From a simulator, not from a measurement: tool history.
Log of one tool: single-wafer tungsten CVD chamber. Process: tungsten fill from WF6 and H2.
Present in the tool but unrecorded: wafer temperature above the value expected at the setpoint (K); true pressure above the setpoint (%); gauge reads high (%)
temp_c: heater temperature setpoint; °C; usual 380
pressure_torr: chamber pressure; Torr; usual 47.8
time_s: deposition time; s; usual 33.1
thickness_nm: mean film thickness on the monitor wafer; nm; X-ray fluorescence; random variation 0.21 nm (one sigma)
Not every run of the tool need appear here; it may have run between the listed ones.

run   hour  temp_c  pressure_torr  time_s  wafers since the last listed run  hours since the last thermocouple change  hours since the last manometer calibration  hours since the showerhead was replaced  hours since the gauge calibration  read-back reference wafer on the same gauge, thickness_nm  thickness_nm
  1    0.0     380           47.8    33.1                                 0                                    1171.2                                      1962.6                                   8518.5                              102.8                                                     75.535        91.755
  2   13.6     380           47.8    33.1                               344                                    1184.8                                      1976.2                                   8532.1                              116.4                                                     75.594        91.816
  3   33.4     380           47.8    33.1                               501                                    1204.6                                      1996.0                                   8551.9                              136.2                                                     75.658        92.454
  4   62.1     380           47.8    33.1                               727                                    1233.3                                      2024.7                                   8580.6                              164.9                                                     75.597        92.585
  5   93.5     380           47.8    33.1                               795                                    1264.7                                      2056.1                                   8612.0                              196.3                                                     75.547        92.571
  6  115.9     380           47.8    33.1                               567                                    1287.1                                      2078.5                                   8634.4                              218.7                                                     75.621        92.721
     129.1  -- showerhead replaced
     132.2  -- capacitance manometer re-zeroed and calibrated
  7  151.2     380           47.8    33.1                               612                                    1322.4                                        19.0                                     22.1                              254.0                                                     75.697        92.693
  8  164.6     386           47.8    33.1                               339                                    1335.8                                        32.4                                     35.5                              267.4                                                     75.592       106.334
     188.7  -- thermocouple changed; heater temperature recalibrated
  9  190.3     367           57.7    28.6                               448                                       1.6                                        58.1                                     61.2                              293.1                                                     75.566        70.876
 10  207.6     380           47.8    33.1                               438                                      18.9                                        75.4                                     78.5                              310.4                                                     75.633       101.667
 11  235.4     380           57.6    33.1                               704                                      46.7                                       103.2                                    106.3                              338.2                                                     75.713       111.199
     263.6  -- thermocouple changed; heater temperature recalibrated, repeated, since the last time left the tool worse
 12  264.1     380           47.8    33.1                               524                                       0.5                                       131.9                                    135.0                              366.9                                                     75.635        84.788
     265.9  -- gauge calibrated
 13  293.7     366           43.8    37.2                               749                                      30.1                                       161.5                                    164.6                               27.8                                                     75.640        65.196
 14  312.0     374           44.2    33.1                               463                                      48.4                                       179.8                                    182.9                               46.1                                                     75.686        71.287
 15  330.6     380           57.3    33.1                               471                                      67.0                                       198.4                                    201.5                               64.7                                                     75.573        93.324
 16  353.1     380           47.8    33.1                               570                                      89.5                                       220.9                                    224.0                               87.2                                                     75.661        85.287

What if the next run were any one of these 5? Each begins from the tool's condition after run 16:
  A  353.5     392           47.8    33.1                                10                                      89.9                                       221.3                                    224.4                               87.6                                                          ?             ?
  B  353.5     389           59.7    36.0                                10                                      89.9                                       221.3                                    224.4                               87.6                                                          ?             ?
  C  353.5     388           57.9    27.6                                10                                      89.9                                       221.3                                    224.4                               87.6                                                          ?             ?
  D  353.5     374           56.8    33.1                                10                                      89.9                                       221.3                                    224.4                               87.6                                                          ?             ?
  E  353.5     376           36.3    36.6                                10                                      89.9                                       221.3                                    224.4                               87.6                                                          ?             ?

run  read-back reference wafer on the same gauge, thickness_nm  thickness_nm
  A                                                     75.608       111.118
  B                                                     75.608       126.196
  C                                                     75.608        93.163
  D                                                     75.608        80.281
  E                                                     75.608        74.316
Without the tool's hidden state the same runs would have given:
run  thickness_nm
  A       110.872
  B       125.913
  C        92.949
  D        80.084
  E        74.135

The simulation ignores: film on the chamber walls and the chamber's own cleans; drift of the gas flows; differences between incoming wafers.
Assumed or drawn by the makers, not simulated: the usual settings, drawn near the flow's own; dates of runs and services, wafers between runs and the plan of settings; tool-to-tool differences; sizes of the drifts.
